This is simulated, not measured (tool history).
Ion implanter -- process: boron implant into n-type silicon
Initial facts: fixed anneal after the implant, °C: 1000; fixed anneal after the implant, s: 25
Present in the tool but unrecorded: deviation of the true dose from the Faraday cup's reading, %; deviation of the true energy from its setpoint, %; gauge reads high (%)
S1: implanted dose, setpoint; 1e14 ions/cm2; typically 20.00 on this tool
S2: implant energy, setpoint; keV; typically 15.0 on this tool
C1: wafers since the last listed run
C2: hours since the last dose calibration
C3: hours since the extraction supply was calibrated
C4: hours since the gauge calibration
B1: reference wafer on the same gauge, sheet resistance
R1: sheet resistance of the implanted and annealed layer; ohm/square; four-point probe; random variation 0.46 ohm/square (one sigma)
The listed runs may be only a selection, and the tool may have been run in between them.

run	hour	S1	S2	C1	C2	C3	C4	B1	R1
1	0.0	20.00	15.0	0	557.9	4379.1	458.2	70.33	80.31
2	59.4	20.00	15.0	1300	617.3	4438.5	517.6	70.32	79.68
# hour 62.7: gauge calibrated
3	116.8	18.66	18.5	1256	674.7	4495.9	54.1	70.30	76.89
4	165.0	18.66	18.5	1054	722.9	4544.1	102.3	70.40	76.12
5	232.9	20.00	15.0	1486	790.8	4612.0	170.2	70.48	79.73
6	365.2	20.00	15.0	2895	923.1	4744.3	302.5	70.37	78.82
# hour 386.1: Faraday cup replaced and dose calibrated
# hour 447.2: extraction supply calibrated
7	459.8	20.00	15.0	1720	73.7	12.6	397.1	70.40	79.02
8	489.4	24.78	17.5	647	103.3	42.2	426.7	70.61	69.16
# hour 498.3: gauge calibrated
9	544.1	24.23	13.0	1197	158.0	96.9	45.8	70.27	79.95
10	581.2	17.59	18.5	812	195.1	134.0	82.9	70.49	79.09
11	623.5	23.19	11.5	925	237.4	176.3	125.2	70.38	86.78
12	686.2	18.66	18.5	1372	300.1	239.0	187.9	70.43	76.21
13	756.7	20.00	15.0	1543	370.6	309.5	258.4	70.50	79.53
14	796.8	15.07	10.5	877	410.7	349.6	298.5	70.45	101.45
15	838.5	23.83	17.0	912	452.4	391.3	340.2	70.36	70.76

Describe how what the log doesn't record of the tool's condition differs between the last listed run preceding each entry between runs and the first listed run following it.
From run 2 to run 3: gauge calibrated (hour 62.7)
  nothing in the hidden state changes from one run to the other
From run 6 to run 7: Faraday cup replaced and dose calibrated (hour 386.1); extraction supply calibrated (hour 447.2)
  nothing in the hidden state changes from one run to the other
From run 8 to run 9: gauge calibrated (hour 498.3)
  nothing in the hidden state changes from one run to the other

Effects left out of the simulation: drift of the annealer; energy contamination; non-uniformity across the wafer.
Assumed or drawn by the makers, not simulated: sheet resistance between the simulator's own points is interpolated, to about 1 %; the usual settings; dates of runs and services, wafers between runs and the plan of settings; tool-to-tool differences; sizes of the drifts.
